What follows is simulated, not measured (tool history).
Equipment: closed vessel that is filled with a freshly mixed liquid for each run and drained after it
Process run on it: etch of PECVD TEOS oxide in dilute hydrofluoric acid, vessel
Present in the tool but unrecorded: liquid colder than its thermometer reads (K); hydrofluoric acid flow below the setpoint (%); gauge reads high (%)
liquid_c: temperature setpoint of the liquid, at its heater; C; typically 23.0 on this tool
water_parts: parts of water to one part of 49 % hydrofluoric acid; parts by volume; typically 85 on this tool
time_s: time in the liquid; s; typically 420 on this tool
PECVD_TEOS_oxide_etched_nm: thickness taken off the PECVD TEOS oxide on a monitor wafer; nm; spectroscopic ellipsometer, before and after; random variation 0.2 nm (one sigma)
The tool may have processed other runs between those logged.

| run | day | liquid_c | water_parts | time_s | wafers since the last listed run | hours since the thermometer was replaced | hours since the hydrofluoric acid flow meter was replaced | hours since the gauge calibration | read-back film thickness of the PECVD TEOS oxide reference wafer, read on the same gauge (nm) | PECVD_TEOS_oxide_etched_nm |
|---|---|---|---|---|---|---|---|---|---|---|
| 1 | 0.000 | 23.0 | 85 | 420 | 0 | 2405.0 | 392.4 | 345.2 | 130.03 | 44.98 |
| 2 | 2.233 | 23.0 | 85 | 420 | 2500 | 2458.6 | 446.0 | 398.8 | 129.97 | 45.12 |
| 3 | 3.733 | 20.5 | 85 | 420 | 1679 | 2494.6 | 482.0 | 434.8 | 129.98 | 40.42 |
| 4 | 6.021 | 23.0 | 85 | 420 | 2561 | 2549.5 | 536.9 | 489.7 | 130.00 | 44.75 |
| 5 | 7.167 | 23.0 | 85 | 420 | 1282 | 2577.0 | 564.4 | 517.2 | 130.03 | 44.89 |
| 6 | 9.454 | 23.0 | 115 | 420 | 2561 | 2631.9 | 619.3 | 572.1 | 130.01 | 31.85 |
| 7 | 11.992 | 23.0 | 85 | 420 | 2841 | 2692.8 | 680.2 | 633.0 | 129.98 | 44.61 |
| 8 | 14.383 | 23.0 | 85 | 420 | 2677 | 2750.2 | 737.6 | 690.4 | 130.02 | 44.50 |
| 9 | 15.942 | 19.5 | 85 | 420 | 1744 | 2787.6 | 775.0 | 727.8 | 129.98 | 38.53 |
|  | 15.992 | thermometer replaced |
| 10 | 17.875 | 23.0 | 85 | 240 | 2118 | 45.2 | 821.4 | 774.2 | 129.98 | 27.80 |
|  | 19.396 | hydrofluoric acid flow meter replaced |
| 11 | 19.979 | 23.0 | 85 | 420 | 2309 | 95.7 | 14.0 | 824.7 | 130.01 | 48.46 |
| 12 | 21.696 | 25.5 | 65 | 245 | 1922 | 136.9 | 55.2 | 865.9 | 130.01 | 41.88 |
|  | 23.254 | gauge calibrated |
| 13 | 24.125 | 23.0 | 85 | 420 | 2719 | 195.2 | 113.5 | 20.9 | 130.01 | 48.74 |
| 14 | 29.212 | 23.0 | 85 | 420 | 5696 | 317.3 | 235.6 | 143.0 | 129.98 | 48.41 |
| 15 | 31.271 | 23.0 | 75 | 420 | 2304 | 366.7 | 285.0 | 192.4 | 130.00 | 55.43 |
| 16 | 34.150 | 20.5 | 125 | 565 | 3223 | 435.8 | 354.1 | 261.5 | 129.98 | 37.99 |
| 17 | 36.858 | 23.0 | 110 | 505 | 3032 | 500.8 | 419.1 | 326.5 | 129.99 | 42.97 |
| 18 | 38.675 | 20.5 | 70 | 420 | 2034 | 544.4 | 462.7 | 370.1 | 129.99 | 53.34 |

Here are 4 independent what-if runs from the current tool condition. What would each one return?
| A | 38.708 | 23.0 | 85 | 420 | 37 | 545.2 | 463.5 | 370.9 | ? | ? |
| B | 38.708 | 26.5 | 100 | 420 | 37 | 545.2 | 463.5 | 370.9 | ? | ? |
| C | 38.708 | 27.5 | 85 | 420 | 37 | 545.2 | 463.5 | 370.9 | ? | ? |
| D | 38.708 | 19.0 | 85 | 265 | 37 | 545.2 | 463.5 | 370.9 | ? | ? |

| run | read-back film thickness of the PECVD TEOS oxide reference wafer, read on the same gauge (nm) | PECVD_TEOS_oxide_etched_nm |
|---|---|---|
| A | 129.97 | 47.99 |
| B | 129.97 | 46.00 |
| C | 129.97 | 57.40 |
| D | 129.97 | 25.67 |
Stripped of hidden state, with their random variation kept, the same runs would have yielded:
| run | PECVD_TEOS_oxide_etched_nm |
|---|---|
| A | 48.93 |
| B | 46.87 |
| C | 58.48 |
| D | 26.19 |
